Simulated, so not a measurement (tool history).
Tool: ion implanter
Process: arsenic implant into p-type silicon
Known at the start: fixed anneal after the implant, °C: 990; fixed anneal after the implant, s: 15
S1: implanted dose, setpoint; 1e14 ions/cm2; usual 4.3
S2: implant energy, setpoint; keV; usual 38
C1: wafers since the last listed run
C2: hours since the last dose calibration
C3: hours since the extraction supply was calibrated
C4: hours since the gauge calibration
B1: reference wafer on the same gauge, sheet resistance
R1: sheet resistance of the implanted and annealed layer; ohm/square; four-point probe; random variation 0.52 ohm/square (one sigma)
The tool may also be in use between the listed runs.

run    hour    S1    S2    C1      C2      C3      C4      B1      R1
  1       0   4.3    43     0   796.7  6680.4    1133  178.04  207.08
  2    58.3  5.32    38  1292     855  6738.7  1191.3   178.2  179.86
  3     120  3.75    32  1368   916.7  6800.4    1253  177.88  238.68
  4   171.9  3.75    32  1150   968.6  6852.3  1304.9  178.21  239.15
  5   251.3   4.3    38  1760    1048  6931.7  1384.3  178.29  211.41
  6   288.4  3.36  33.5   822  1085.1  6968.8  1421.4   178.4   259.2
  7     383   4.3    38  2097  1179.7  7063.4    1516  178.31  211.25
  8     463   4.3    38  1773  1259.7  7143.4    1596  178.42  211.68
      597.1  -- extraction supply calibrated
      640.6  -- Faraday cup replaced and dose calibrated
  9   723.7   4.3    38  5426    83.1   126.6  1856.7  178.84  211.62
 10   817.5   4.3    38  2079   176.9   220.4  1950.5  178.75  211.45
 11   881.7   4.3    38  1423   241.1   284.6  2014.7  178.63  212.15
 12   981.9   4.3    38  2221   341.3   384.8  2114.9  179.04  211.45
 13  1042.9   4.3    38  1352   402.3   445.8  2175.9  178.97  211.81
 14  1130.4  3.33    30  1940   489.8   533.3  2263.4  178.73  265.59
 15  1329.3  5.47  31.5  4410   688.7   732.2  2462.3  179.05  182.47
 16  1401.7  3.93    38  1605   761.1   804.6  2534.7  179.15  227.36
       1421  -- gauge calibrated
 17  1472.1  3.62    45  1561   831.5     875    51.1  175.53  231.09
 18  1577.1  3.15    25  2328   936.5     980   156.1  176.03  278.88
 19  1660.2  3.95  30.5  1842  1019.6  1063.1   239.2  176.33  230.16
 20  1737.9   4.3    43  1722  1097.3  1140.8   316.9  176.82  205.42
 21  1832.2  4.87  42.5  2091  1191.6  1235.1   411.2  176.91  187.38
 22  1918.9  3.71    26  1922  1278.3  1321.8   497.9  177.51  247.59
 23  1980.4   4.3    38  1363  1339.8  1383.3   559.4  177.82   211.1
 24  2053.6  4.92    47  1623    1413  1456.5   632.6   177.8  183.87
 25    2103  3.06    43  1095  1462.4  1505.9     682  177.77  267.74
     2119.2  -- Faraday cup replaced and dose calibrated
 26  2145.7  3.75    32   769    26.5  1548.6   724.7   178.2  239.87
 27  2203.9  5.01    25  1290    84.7  1606.8   782.9  178.22  200.19
 28  2260.5  3.03  31.5  1255   141.3  1663.4   839.5  178.28  282.58
 29  2366.5   4.3    38  2350   247.3  1769.4   945.5  178.47  211.54
 30  2443.3  3.81    51  1702   324.1  1846.2  1022.3   178.5  221.09
 31  2524.5  3.74  42.5  1800   405.3  1927.4  1103.5  179.02  231.13
 32    2579  5.49  50.5  1208   459.8  1981.9    1158  179.02  168.85
 33  2623.5  5.54    38   986   504.3  2026.4  1202.5  179.03  175.43
 34  2720.6  4.83  41.5  2153   601.4  2123.5  1299.6  179.06  191.32
 35  2765.5  4.67  26.5   995   646.3  2168.4  1344.5  179.14  210.77
 36  2872.5   4.3    38  2372   753.3  2275.4  1451.5  179.25  212.14
 37  2956.1   4.3    38  1853   836.9    2359  1535.1  179.42  212.19
 38  3050.1  4.69  27.5  2084   930.9    2453  1629.1  179.46  208.98

The same runs without the tool's hidden state, with the same run-to-run variation:
The hidden state here: deviation of the true dose from the Faraday cup's reading, %; deviation of the true energy from its setpoint, %; gauge reads high (%).
run      R1
  1  203.68
  2  176.83
  3  234.54
  4  234.91
  5  207.56
  6  254.41
  7  207.24
  8  207.57
  9  207.28
 10  207.05
 11  207.69
 12  206.95
 13  207.27
 14  259.85
 15  178.46
 16  222.34
 17  230.62
 18  277.38
 19  228.39
 20  203.44
 21  185.18
 22  244.25
 23  208.02
 24  180.96
 25   263.3
 26  235.75
 27  196.59
 28  277.29
 29  207.33
 30  216.51
 31  226.17
 32  165.15
 33  171.52
 34  186.92
 35  205.86
 36  207.05
 37  207.01
 38  203.78
